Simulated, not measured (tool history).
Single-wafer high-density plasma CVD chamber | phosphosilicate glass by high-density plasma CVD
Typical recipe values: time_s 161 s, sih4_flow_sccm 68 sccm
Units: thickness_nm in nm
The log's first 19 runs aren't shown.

| run | hour | time_s | sih4_flow_sccm | wafers since the last listed run | hours since the silane flow controller was replaced | hours since the gauge calibration | read-back reference wafer on the same gauge, thickness_nm | thickness_nm |
|---|---|---|---|---|---|---|---|---|
|  | 578 | silane flow controller replaced |
| 20 | 582.6 | 161 | 68 | 266 | 4.6 | 1110.4 | 1089.971 | 1076.756 |
|  | 601.3 | gauge calibrated |
| 21 | 618.2 | 161 | 68 | 416 | 40.2 | 16.9 | 1089.815 | 1078.755 |
| 22 | 637.5 | 134 | 77 | 225 | 59.5 | 36.2 | 1090.734 | 1012.944 |
| 23 | 658.3 | 161 | 68 | 243 | 80.3 | 57 | 1090.437 | 1074.919 |
| 24 | 684.1 | 161 | 68 | 301 | 106.1 | 82.8 | 1090.933 | 1073.62 |
| 25 | 717.1 | 152 | 62 | 385 | 139.1 | 115.8 | 1090.483 | 925.339 |
| 26 | 742 | 171 | 62 | 290 | 164 | 140.7 | 1089.823 | 1036.959 |
| 27 | 761 | 190 | 63 | 222 | 183 | 159.7 | 1089.45 | 1169.675 |
| 28 | 787.7 | 146 | 57 | 312 | 209.7 | 186.4 | 1090.206 | 807.637 |
| 29 | 813.3 | 130 | 56 | 299 | 235.3 | 212 | 1089.622 | 707.499 |
| 30 | 827.4 | 161 | 68 | 164 | 249.4 | 226.1 | 1089.538 | 1061.214 |
| 31 | 852.8 | 144 | 58 | 296 | 274.8 | 251.5 | 1089.727 | 809.009 |
| 32 | 882.7 | 161 | 55 | 349 | 304.7 | 281.4 | 1089.807 | 864.491 |
| 33 | 905.3 | 187 | 80 | 264 | 327.3 | 304 | 1090.053 | 1450.73 |
| 34 | 932.2 | 152 | 62 | 314 | 354.2 | 330.9 | 1089.794 | 919.784 |
| 35 | 961.6 | 161 | 60 | 343 | 383.6 | 360.3 | 1090.703 | 938.252 |
| 36 | 975.7 | 175 | 77 | 164 | 397.7 | 374.4 | 1089.683 | 1309.288 |
| 37 | 1006.4 | 161 | 68 | 358 | 428.4 | 405.1 | 1089.185 | 1060.507 |
| 38 | 1038.3 | 171 | 75 | 372 | 460.3 | 437 | 1089.582 | 1238.845 |
| 39 | 1061.2 | 161 | 68 | 267 | 483.2 | 459.9 | 1088.963 | 1061.795 |
| 40 | 1084.1 | 142 | 77 | 267 | 506.1 | 482.8 | 1089.988 | 1055.666 |
| 41 | 1097 | 161 | 76 | 150 | 519 | 495.7 | 1090.093 | 1181.877 |
| 42 | 1127.1 | 148 | 64 | 351 | 549.1 | 525.8 | 1090.097 | 916.645 |
| 43 | 1156.9 | 188 | 59 | 348 | 578.9 | 555.6 | 1090.562 | 1066.923 |

Predict each of these 4 candidate next runs independently; none follows another, all start after run 43:
| A | 1157.3 | 182 | 68 | 4 | 579.3 | 556 | ? | ? |
| B | 1157.3 | 190 | 61 | 4 | 579.3 | 556 | ? | ? |
| C | 1157.3 | 186 | 73 | 4 | 579.3 | 556 | ? | ? |
| D | 1157.3 | 178 | 59 | 4 | 579.3 | 556 | ? | ? |

| run | read-back reference wafer on the same gauge, thickness_nm | thickness_nm |
|---|---|---|
| A | 1090.254 | 1197.837 |
| B | 1090.254 | 1121.762 |
| C | 1090.254 | 1314.175 |
| D | 1090.254 | 1016.458 |
The same runs, with their run-to-run variation unchanged, on a tool lacking any hidden condition would have given:
| run | thickness_nm |
|---|---|
| A | 1219.385 |
| B | 1141.942 |
| C | 1337.816 |
| D | 1034.743 |

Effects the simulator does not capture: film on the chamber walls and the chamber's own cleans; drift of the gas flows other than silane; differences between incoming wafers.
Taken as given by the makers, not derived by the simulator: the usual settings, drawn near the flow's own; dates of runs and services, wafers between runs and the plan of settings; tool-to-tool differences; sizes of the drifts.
